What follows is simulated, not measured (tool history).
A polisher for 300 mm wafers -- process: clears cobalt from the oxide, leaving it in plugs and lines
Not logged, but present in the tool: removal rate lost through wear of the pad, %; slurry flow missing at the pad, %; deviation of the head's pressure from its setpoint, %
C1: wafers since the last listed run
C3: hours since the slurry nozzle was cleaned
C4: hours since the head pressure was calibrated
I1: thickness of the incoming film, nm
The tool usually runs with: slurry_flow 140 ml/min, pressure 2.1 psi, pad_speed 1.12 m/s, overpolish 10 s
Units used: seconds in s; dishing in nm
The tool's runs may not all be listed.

{"run": 1, "day": 0.0, "slurry_flow": 140, "pressure": 2.1, "pad_speed": 1.12, "overpolish": 10, "C1": 0, "wafers polished on this pad": 392, "C3": 375.6, "C4": 843.9, "I1": 203.1, "seconds": 36.3, "dishing": 39.7}
{"run": 2, "day": 1.458, "slurry_flow": 140, "pressure": 2.1, "pad_speed": 1.12, "overpolish": 10, "C1": 305, "wafers polished on this pad": 697, "C3": 410.6, "C4": 878.9, "I1": 200.5, "seconds": 35.8, "dishing": 40}
{"day": 2.258, "done": "slurry nozzle cleaned"}
{"run": 3, "day": 3.583, "slurry_flow": 140, "pressure": 2.1, "pad_speed": 1.12, "overpolish": 10, "C1": 436, "wafers polished on this pad": 1133, "C3": 31.8, "C4": 929.9, "I1": 200.3, "seconds": 35.6, "dishing": 39.3}
{"run": 4, "day": 5.458, "slurry_flow": 140, "pressure": 2.1, "pad_speed": 1.12, "overpolish": 10, "C1": 392, "wafers polished on this pad": 1526, "C3": 76.8, "C4": 974.9, "I1": 199.3, "seconds": 36, "dishing": 39.9}
{"day": 6.033, "done": "head pressure recalibrated"}
{"run": 5, "day": 8.267, "slurry_flow": 140, "pressure": 2.1, "pad_speed": 1.12, "overpolish": 10, "C1": 570, "wafers polished on this pad": 2096, "C3": 144.2, "C4": 53.6, "I1": 198.9, "seconds": 36, "dishing": 40}
{"run": 6, "day": 11.204, "slurry_flow": 140, "pressure": 2.1, "pad_speed": 1.12, "overpolish": 10, "C1": 615, "wafers polished on this pad": 2711, "C3": 214.7, "C4": 124.1, "I1": 202.1, "seconds": 36.6, "dishing": 39.9}
{"run": 7, "day": 13.283, "slurry_flow": 165, "pressure": 2.1, "pad_speed": 1.44, "overpolish": 10, "C1": 435, "wafers polished on this pad": 3147, "C3": 264.6, "C4": 174, "I1": 200.7, "seconds": 29.4, "dishing": 46.2}
{"day": 14.612, "done": "worn pad replaced by a new one"}
{"run": 8, "day": 14.804, "slurry_flow": 165, "pressure": 2.1, "pad_speed": 1.44, "overpolish": 10, "C1": 283, "wafers polished on this pad": 40, "C3": 301.1, "C4": 210.5, "I1": 202.3, "seconds": 29.1, "dishing": 47.3}
{"run": 9, "day": 17.458, "slurry_flow": 165, "pressure": 2.1, "pad_speed": 1.44, "overpolish": 10, "C1": 555, "wafers polished on this pad": 595, "C3": 364.8, "C4": 274.2, "I1": 201.1, "seconds": 28.6, "dishing": 46.3}
{"day": 19.112, "done": "slurry nozzle cleaned"}
{"run": 10, "day": 19.508, "slurry_flow": 140, "pressure": 2.1, "pad_speed": 1.12, "overpolish": 10, "C1": 420, "wafers polished on this pad": 1016, "C3": 9.5, "C4": 323.4, "I1": 197.6, "seconds": 35.3, "dishing": 39.8}
{"run": 11, "day": 21.575, "slurry_flow": 140, "pressure": 2.1, "pad_speed": 1.12, "overpolish": 10, "C1": 432, "wafers polished on this pad": 1448, "C3": 59.1, "C4": 373, "I1": 198.2, "seconds": 35.9, "dishing": 41.2}
{"run": 12, "day": 23.388, "slurry_flow": 140, "pressure": 2.1, "pad_speed": 1.12, "overpolish": 10, "C1": 379, "wafers polished on this pad": 1828, "C3": 102.6, "C4": 416.5, "I1": 197.3, "seconds": 35, "dishing": 39.7}
{"run": 13, "day": 26.117, "slurry_flow": 140, "pressure": 2.1, "pad_speed": 1.12, "overpolish": 10, "C1": 571, "wafers polished on this pad": 2399, "C3": 168.1, "C4": 482, "I1": 202.6, "seconds": 37.2, "dishing": 39.9}
{"run": 14, "day": 28.271, "slurry_flow": 140, "pressure": 2.1, "pad_speed": 1.32, "overpolish": 12, "C1": 451, "wafers polished on this pad": 2850, "C3": 219.8, "C4": 533.7, "I1": 202.9, "seconds": 33.3, "dishing": 48.1}
{"day": 29.438, "done": "worn pad replaced by a new one"}
{"run": 15, "day": 30.183, "slurry_flow": 140, "pressure": 2.1, "pad_speed": 1.32, "overpolish": 12, "C1": 365, "wafers polished on this pad": 156, "C3": 265.7, "C4": 579.6, "I1": 200, "seconds": 30.9, "dishing": 48.5}
{"run": 16, "day": 32.871, "slurry_flow": 140, "pressure": 2.1, "pad_speed": 1.32, "overpolish": 12, "C1": 562, "wafers polished on this pad": 718, "C3": 330.2, "C4": 644.1, "I1": 201.2, "seconds": 31.3, "dishing": 48.6}
{"day": 34.821, "done": "slurry nozzle cleaned"}
{"run": 17, "day": 34.838, "slurry_flow": 140, "pressure": 2.1, "pad_speed": 1.12, "overpolish": 10, "C1": 403, "wafers polished on this pad": 1121, "C3": 0.4, "C4": 691.3, "I1": 202.4, "seconds": 36.5, "dishing": 40.6}
{"run": 18, "day": 37.204, "slurry_flow": 190, "pressure": 2.1, "pad_speed": 1.36, "overpolish": 8, "C1": 495, "wafers polished on this pad": 1617, "C3": 57.2, "C4": 748.1, "I1": 197.3, "seconds": 28.5, "dishing": 39.9}
{"run": 19, "day": 39.296, "slurry_flow": 140, "pressure": 2.3, "pad_speed": 0.84, "overpolish": 10, "C1": 437, "wafers polished on this pad": 2055, "C3": 107.4, "C4": 798.3, "I1": 197.5, "seconds": 41.3, "dishing": 36.1}
{"run": 20, "day": 41.779, "slurry_flow": 165, "pressure": 2.1, "pad_speed": 1.44, "overpolish": 10, "C1": 519, "wafers polished on this pad": 2575, "C3": 167, "C4": 857.9, "I1": 197.3, "seconds": 27.9, "dishing": 46.4}
{"run": 21, "day": 44.225, "slurry_flow": 175, "pressure": 2.1, "pad_speed": 1.4, "overpolish": 6, "C1": 512, "wafers polished on this pad": 3087, "C3": 225.7, "C4": 916.6, "I1": 196.8, "seconds": 28.5, "dishing": 33.1}
{"day": 45.462, "done": "worn pad replaced by a new one"}
{"run": 22, "day": 46.529, "slurry_flow": 140, "pressure": 1.9, "pad_speed": 1.3, "overpolish": 10, "C1": 447, "wafers polished on this pad": 223, "C3": 281, "C4": 971.9, "I1": 199.4, "seconds": 33.9, "dishing": 42.2}
{"run": 23, "day": 49.062, "slurry_flow": 90, "pressure": 1.7, "pad_speed": 1.24, "overpolish": 15, "C1": 530, "wafers polished on this pad": 753, "C3": 341.8, "C4": 1032.7, "I1": 200.9, "seconds": 43.4, "dishing": 45.8}
{"day": 53.658, "done": "slurry nozzle cleaned"}
{"run": 24, "day": 55.317, "slurry_flow": 140, "pressure": 2.1, "pad_speed": 1.12, "overpolish": 10, "C1": 1300, "wafers polished on this pad": 2054, "C3": 39.8, "C4": 1182.8, "I1": 199.6, "seconds": 35.8, "dishing": 41.1}
{"run": 25, "day": 56.962, "slurry_flow": 140, "pressure": 1.8, "pad_speed": 0.84, "overpolish": 6, "C1": 344, "wafers polished on this pad": 2399, "C3": 79.3, "C4": 1222.3, "I1": 202.3, "seconds": 48.8, "dishing": 22.2}
{"run": 26, "day": 58.029, "slurry_flow": 140, "pressure": 1.4, "pad_speed": 1.12, "overpolish": 10, "C1": 223, "wafers polished on this pad": 2622, "C3": 104.9, "C4": 1247.9, "I1": 201.2, "seconds": 46.5, "dishing": 33.6}
{"day": 59.883, "done": "worn pad replaced by a new one"}
{"day": 60.575, "done": "head pressure recalibrated"}
{"run": 27, "day": 60.792, "slurry_flow": 140, "pressure": 2.1, "pad_speed": 1.12, "overpolish": 10, "C1": 526, "wafers polished on this pad": 172, "C3": 171.2, "C4": 5.2, "I1": 198.6, "seconds": 35.6, "dishing": 39.6}
{"run": 28, "day": 62.7, "slurry_flow": 140, "pressure": 2.1, "pad_speed": 1.12, "overpolish": 10, "C1": 399, "wafers polished on this pad": 571, "C3": 217, "C4": 51, "I1": 200.9, "seconds": 37.6, "dishing": 41.2}
{"run": 29, "day": 64.083, "slurry_flow": 140, "pressure": 2.1, "pad_speed": 1.34, "overpolish": 10, "C1": 289, "wafers polished on this pad": 861, "C3": 250.2, "C4": 84.2, "I1": 199.7, "seconds": 31.6, "dishing": 43.1}
{"run": 30, "day": 66.758, "slurry_flow": 170, "pressure": 2.1, "pad_speed": 0.78, "overpolish": 10, "C1": 560, "wafers polished on this pad": 1421, "C3": 314.4, "C4": 148.4, "I1": 201.2, "seconds": 46.5, "dishing": 34.9}
{"day": 68.562, "done": "slurry nozzle cleaned"}
{"run": 31, "day": 69.396, "slurry_flow": 140, "pressure": 2.1, "pad_speed": 1.12, "overpolish": 10, "C1": 543, "wafers polished on this pad": 1965, "C3": 20, "C4": 211.7, "I1": 199.8, "seconds": 35.3, "dishing": 41.1}
{"run": 32, "day": 72.167, "slurry_flow": 140, "pressure": 2.1, "pad_speed": 1.12, "overpolish": 10, "C1": 580, "wafers polished on this pad": 2545, "C3": 86.5, "C4": 278.2, "I1": 195.4, "seconds": 35.9, "dishing": 40.4}
{"day": 74.192, "done": "worn pad replaced by a new one"}
{"run": 33, "day": 74.925, "slurry_flow": 175, "pressure": 2.1, "pad_speed": 1.12, "overpolish": 5, "C1": 542, "wafers polished on this pad": 153, "C3": 152.7, "C4": 344.4, "I1": 201.5, "seconds": 34, "dishing": 25.5}
{"run": 34, "day": 77.329, "slurry_flow": 140, "pressure": 1.5, "pad_speed": 0.8, "overpolish": 8, "C1": 503, "wafers polished on this pad": 656, "C3": 210.4, "C4": 402.1, "I1": 200.6, "seconds": 58, "dishing": 24.3}
{"run": 35, "day": 79.079, "slurry_flow": 165, "pressure": 2.1, "pad_speed": 1.44, "overpolish": 10, "C1": 366, "wafers polished on this pad": 1023, "C3": 252.4, "C4": 444.1, "I1": 197.1, "seconds": 28.3, "dishing": 45.9}

Hidden state at the last listed run before each entry between runs and at the first one after, where it differs:
From run 2 to run 3: slurry nozzle cleaned (day 2.258)
  no hidden state differs between the two runs
From run 4 to run 5: head pressure recalibrated (day 6.033)
  no hidden state differs between the two runs
From run 7 to run 8: worn pad replaced by a new one (day 14.612)
  no hidden state differs between the two runs
From run 9 to run 10: slurry nozzle cleaned (day 19.112)
  no hidden state differs between the two runs
From run 14 to run 15: worn pad replaced by a new one (day 29.438)
  no hidden state differs between the two runs
From run 16 to run 17: slurry nozzle cleaned (day 34.821)
  no hidden state differs between the two runs
From run 21 to run 22: worn pad replaced by a new one (day 45.462)
  no hidden state differs between the two runs
From run 23 to run 24: slurry nozzle cleaned (day 53.658)
  no hidden state differs between the two runs
From run 26 to run 27: worn pad replaced by a new one (day 59.883); head pressure recalibrated (day 60.575)
  no hidden state differs between the two runs
From run 30 to run 31: slurry nozzle cleaned (day 68.562)
  no hidden state differs between the two runs
From run 32 to run 33: worn pad replaced by a new one (day 74.192)
  no hidden state differs between the two runs

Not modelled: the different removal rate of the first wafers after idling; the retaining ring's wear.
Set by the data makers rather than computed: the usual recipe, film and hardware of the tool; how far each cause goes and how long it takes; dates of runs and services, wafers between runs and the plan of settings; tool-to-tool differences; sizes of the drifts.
